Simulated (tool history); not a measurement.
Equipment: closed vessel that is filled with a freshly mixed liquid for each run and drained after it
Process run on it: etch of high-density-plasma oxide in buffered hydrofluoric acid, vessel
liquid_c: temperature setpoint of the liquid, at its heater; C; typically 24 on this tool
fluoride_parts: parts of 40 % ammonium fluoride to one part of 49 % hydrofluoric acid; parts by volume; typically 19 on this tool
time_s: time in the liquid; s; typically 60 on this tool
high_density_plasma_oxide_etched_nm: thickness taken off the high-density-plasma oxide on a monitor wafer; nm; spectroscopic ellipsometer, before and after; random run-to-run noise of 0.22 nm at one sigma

run	hour	liquid_c	fluoride_parts	time_s	wafers since the last listed run	hours since the thermometer was replaced	hours since the hydrofluoric acid flow meter was replaced	hours since the gauge calibration	read-back film thickness of the high-density-plasma oxide reference wafer, read on the same gauge (nm)	high_density_plasma_oxide_etched_nm
1	0	26	19	60	0	717.3	1581.6	471.1	49.98	46.77
2	67.4	26	19	60	4983	784.7	1649	538.5	50	46.53
3	100.9	26	19	60	2476	818.2	1682.5	572	49.99	46.86
4	130.3	24	19	60	2173	847.6	1711.9	601.4	50.01	41.42
5	186.7	24	19	60	4169	904	1768.3	657.8	49.95	41.55
# hour 238.4: thermometer replaced
6	242.9	24	19	60	4081	4.5	1824.5	714	49.99	41.71
7	291.8	24	19	60	3615	53.4	1873.4	762.9	50	41.39
# hour 342.2: hydrofluoric acid flow meter replaced
8	360.8	27	14.5	60	5027	122.4	18.6	831.9	50	63.95
9	416.9	24	22	45	4147	178.5	74.7	888	49.99	27.89
# hour 436.2: gauge calibrated
10	479.7	29	19	60	4642	241.3	137.5	43.5	50.01	54.31
11	520.3	28	22	30	3001	281.9	178.1	84.1	50	22.99
12	553.1	24	23.5	90	2424	314.7	210.9	116.9	50.01	53.56
13	619.6	24	19	60	4916	381.2	277.4	183.4	49.99	41.67
14	679.4	24	23.5	90	4421	441	337.2	243.2	50.01	53.23
15	717.4	24	22.5	60	2809	479	375.2	281.2	49.99	36.83

List, for all runs, the conditions of the tool that the log does not record:
liquid colder than its thermometer reads (K): 0 at every run
hydrofluoric acid flow above the setpoint (%): 0 at every run
gauge reads high (%): 0 at every run

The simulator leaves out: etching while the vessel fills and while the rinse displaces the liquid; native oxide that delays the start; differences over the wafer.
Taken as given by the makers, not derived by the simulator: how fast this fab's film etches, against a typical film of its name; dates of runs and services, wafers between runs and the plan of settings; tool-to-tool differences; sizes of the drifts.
